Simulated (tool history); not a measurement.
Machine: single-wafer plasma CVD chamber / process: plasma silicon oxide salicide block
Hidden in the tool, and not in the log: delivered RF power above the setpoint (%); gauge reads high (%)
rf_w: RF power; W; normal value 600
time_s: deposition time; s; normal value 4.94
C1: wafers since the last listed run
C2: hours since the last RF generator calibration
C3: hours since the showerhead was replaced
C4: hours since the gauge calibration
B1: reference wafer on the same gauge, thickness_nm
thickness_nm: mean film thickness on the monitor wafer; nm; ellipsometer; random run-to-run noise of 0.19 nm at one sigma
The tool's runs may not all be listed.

run 1 day=0 | rf_w=600 time_s=4.94 | C1=0 C2=448.9 C3=4221.6 C4=367.4 | B1=38.4 | thickness_nm=47.699
run 2 day=1.025 | rf_w=600 time_s=4.94 | C1=600 C2=473.5 C3=4246.2 C4=392 | B1=38.437 | thickness_nm=47.757
run 3 day=3.738 | rf_w=600 time_s=4.94 | C1=1588 C2=538.6 C3=4311.3 C4=457.1 | B1=38.359 | thickness_nm=47.469
run 4 day=5.2 | rf_w=640 time_s=4.94 | C1=856 C2=573.7 C3=4346.4 C4=492.2 | B1=38.395 | thickness_nm=48.636
run 5 day=6.725 | rf_w=600 time_s=5.53 | C1=893 C2=610.3 C3=4383 C4=528.8 | B1=38.422 | thickness_nm=52.867
run 6 day=7.779 | rf_w=600 time_s=5.53 | C1=617 C2=635.6 C3=4408.3 C4=554.1 | B1=38.402 | thickness_nm=53.011
run 7 day=15.908 | rf_w=600 time_s=4.94 | C1=4760 C2=830.7 C3=4603.4 C4=749.2 | B1=38.403 | thickness_nm=46.933
-- day=16.279 gauge calibrated
run 8 day=17.392 | rf_w=600 time_s=4.94 | C1=868 C2=866.3 C3=4639 C4=26.7 | B1=38.374 | thickness_nm=47.104
-- day=18.208 RF generator calibrated
run 9 day=18.688 | rf_w=600 time_s=4.94 | C1=563 C2=11.5 C3=4670.1 C4=57.8 | B1=38.486 | thickness_nm=47.834
run 10 day=20.671 | rf_w=600 time_s=4.94 | C1=1161 C2=59.1 C3=4717.7 C4=105.4 | B1=38.34 | thickness_nm=48.13
run 11 day=23.092 | rf_w=600 time_s=4.94 | C1=1417 C2=117.2 C3=4775.8 C4=163.5 | B1=38.383 | thickness_nm=47.566
run 12 day=24.242 | rf_w=560 time_s=4.94 | C1=673 C2=144.8 C3=4803.4 C4=191.1 | B1=38.39 | thickness_nm=46.752
run 13 day=25.662 | rf_w=560 time_s=4.94 | C1=832 C2=178.9 C3=4837.5 C4=225.2 | B1=38.338 | thickness_nm=46.629
run 14 day=28.121 | rf_w=600 time_s=4.94 | C1=1439 C2=237.9 C3=4896.5 C4=284.2 | B1=38.37 | thickness_nm=47.81
run 15 day=29.95 | rf_w=545 time_s=4.61 | C1=1071 C2=281.8 C3=4940.4 C4=328.1 | B1=38.428 | thickness_nm=42.538
run 16 day=31.488 | rf_w=600 time_s=4.94 | C1=900 C2=318.7 C3=4977.3 C4=365 | B1=38.352 | thickness_nm=47.834
-- day=31.862 showerhead replaced
run 17 day=34.238 | rf_w=600 time_s=4.42 | C1=1415 C2=384.7 C3=57 C4=431 | B1=38.4 | thickness_nm=42.82
run 18 day=36.396 | rf_w=600 time_s=4.04 | C1=1264 C2=436.5 C3=108.8 C4=482.8 | B1=38.412 | thickness_nm=39.127
run 19 day=37.771 | rf_w=600 time_s=4.18 | C1=805 C2=469.5 C3=141.8 C4=515.8 | B1=38.397 | thickness_nm=40.079
run 20 day=39.796 | rf_w=500 time_s=5.33 | C1=1185 C2=518.1 C3=190.4 C4=564.4 | B1=38.449 | thickness_nm=47.659
run 21 day=41.208 | rf_w=540 time_s=3.98 | C1=827 C2=552 C3=224.3 C4=598.3 | B1=38.38 | thickness_nm=36.794
run 22 day=43.292 | rf_w=600 time_s=5.88 | C1=1220 C2=602 C3=274.3 C4=648.3 | B1=38.409 | thickness_nm=56.368
run 23 day=45.154 | rf_w=500 time_s=5.87 | C1=1090 C2=646.7 C3=319 C4=693 | B1=38.36 | thickness_nm=52.915
-- day=45.846 gauge calibrated
run 24 day=46.175 | rf_w=675 time_s=5.64 | C1=597 C2=671.2 C3=343.5 C4=7.9 | B1=38.399 | thickness_nm=56.094
run 25 day=48.308 | rf_w=570 time_s=4.94 | C1=1249 C2=722.4 C3=394.7 C4=59.1 | B1=38.429 | thickness_nm=46.254
run 26 day=49.854 | rf_w=600 time_s=4.94 | C1=905 C2=759.5 C3=431.8 C4=96.2 | B1=38.433 | thickness_nm=47.396
run 27 day=51.125 | rf_w=600 time_s=4.94 | C1=744 C2=790 C3=462.3 C4=126.7 | B1=38.369 | thickness_nm=46.903

Consider 5 possible next runs. They are alternatives, not a sequence: every one starts from the tool as it was left by run 27. What does each give?
run A day=51.142 | rf_w=635 time_s=4.94 | C1=9 C2=790.4 C3=462.7 C4=127.1 | B1=? | thickness_nm=?
run B day=51.142 | rf_w=490 time_s=5.19 | C1=9 C2=790.4 C3=462.7 C4=127.1 | B1=? | thickness_nm=?
run C day=51.142 | rf_w=545 time_s=4.94 | C1=9 C2=790.4 C3=462.7 C4=127.1 | B1=? | thickness_nm=?
run D day=51.142 | rf_w=535 time_s=4.56 | C1=9 C2=790.4 C3=462.7 C4=127.1 | B1=? | thickness_nm=?
run E day=51.142 | rf_w=715 time_s=5.71 | C1=9 C2=790.4 C3=462.7 C4=127.1 | B1=? | thickness_nm=?

run=A B1=38.399 thickness_nm=47.924
run=B B1=38.399 thickness_nm=45.784
run=C B1=38.399 thickness_nm=45.342
run=D B1=38.399 thickness_nm=41.569
run=E B1=38.399 thickness_nm=57.763
Take away the tool's hidden state, keep each run's random variation, and the runs would have read:
run=A thickness_nm=48.693
run=B thickness_nm=46.518
run=C thickness_nm=46.07
run=D thickness_nm=42.236
run=E thickness_nm=58.69
